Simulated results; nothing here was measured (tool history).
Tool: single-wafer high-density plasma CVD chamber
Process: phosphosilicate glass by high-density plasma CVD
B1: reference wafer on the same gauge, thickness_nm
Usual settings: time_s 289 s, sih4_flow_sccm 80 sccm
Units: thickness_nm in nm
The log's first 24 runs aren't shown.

run 25 day=14.954 | time_s=289 sih4_flow_sccm=80 | B1=1958.392 | thickness_nm=2289.916
run 26 day=15.283 | time_s=247 sih4_flow_sccm=80 | B1=1960.37 | thickness_nm=1945.472
-- day=15.529 gauge calibrated
run 27 day=15.596 | time_s=289 sih4_flow_sccm=65 | B1=1959.56 | thickness_nm=1857.528
run 28 day=16.188 | time_s=289 sih4_flow_sccm=75 | B1=1959.719 | thickness_nm=2147.5
run 29 day=16.925 | time_s=289 sih4_flow_sccm=80 | B1=1958.497 | thickness_nm=2287.998
run 30 day=17.483 | time_s=289 sih4_flow_sccm=80 | B1=1959.315 | thickness_nm=2293.882
run 31 day=17.825 | time_s=289 sih4_flow_sccm=80 | B1=1960.994 | thickness_nm=2294.8
run 32 day=18.125 | time_s=289 sih4_flow_sccm=80 | B1=1960.61 | thickness_nm=2292.107
run 33 day=18.479 | time_s=289 sih4_flow_sccm=86 | B1=1960.132 | thickness_nm=2459.247
run 34 day=19.033 | time_s=289 sih4_flow_sccm=80 | B1=1959.874 | thickness_nm=2282.787
run 35 day=19.729 | time_s=289 sih4_flow_sccm=80 | B1=1960.865 | thickness_nm=2286.168
run 36 day=20.292 | time_s=304 sih4_flow_sccm=69 | B1=1960.567 | thickness_nm=2075.057
run 37 day=20.679 | time_s=317 sih4_flow_sccm=80 | B1=1960.49 | thickness_nm=2508.436
run 38 day=21.238 | time_s=289 sih4_flow_sccm=85 | B1=1961.32 | thickness_nm=2425.396
run 39 day=21.546 | time_s=318 sih4_flow_sccm=75 | B1=1960.756 | thickness_nm=2359.593
run 40 day=21.967 | time_s=244 sih4_flow_sccm=69 | B1=1959.661 | thickness_nm=1679.304
run 41 day=22.467 | time_s=289 sih4_flow_sccm=80 | B1=1959.732 | thickness_nm=2298.909
run 42 day=22.888 | time_s=342 sih4_flow_sccm=71 | B1=1959.518 | thickness_nm=2403.043
run 43 day=24.462 | time_s=261 sih4_flow_sccm=93 | B1=1959.325 | thickness_nm=2414.151
run 44 day=24.908 | time_s=333 sih4_flow_sccm=66 | B1=1959.114 | thickness_nm=2173.29
run 45 day=25.496 | time_s=264 sih4_flow_sccm=70 | B1=1960.827 | thickness_nm=1839.886
run 46 day=26.221 | time_s=317 sih4_flow_sccm=67 | B1=1961.407 | thickness_nm=2108.94
run 47 day=26.883 | time_s=289 sih4_flow_sccm=80 | B1=1959.936 | thickness_nm=2295.841

3 ways to go on from here, each from the tool as it stands after run 47. What would each give?
run A day=26.904 | time_s=339 sih4_flow_sccm=80 | B1=? | thickness_nm=?
run B day=26.904 | time_s=333 sih4_flow_sccm=95 | B1=? | thickness_nm=?
run C day=26.904 | time_s=323 sih4_flow_sccm=80 | B1=? | thickness_nm=?

run=A B1=1960.34 thickness_nm=2686.764
run=B B1=1960.34 thickness_nm=3134.062
run=C B1=1960.34 thickness_nm=2559.955
Without the tool's hidden state the same runs would have given:
run=A thickness_nm=2694.15
run=B thickness_nm=3142.678
run=C thickness_nm=2566.992
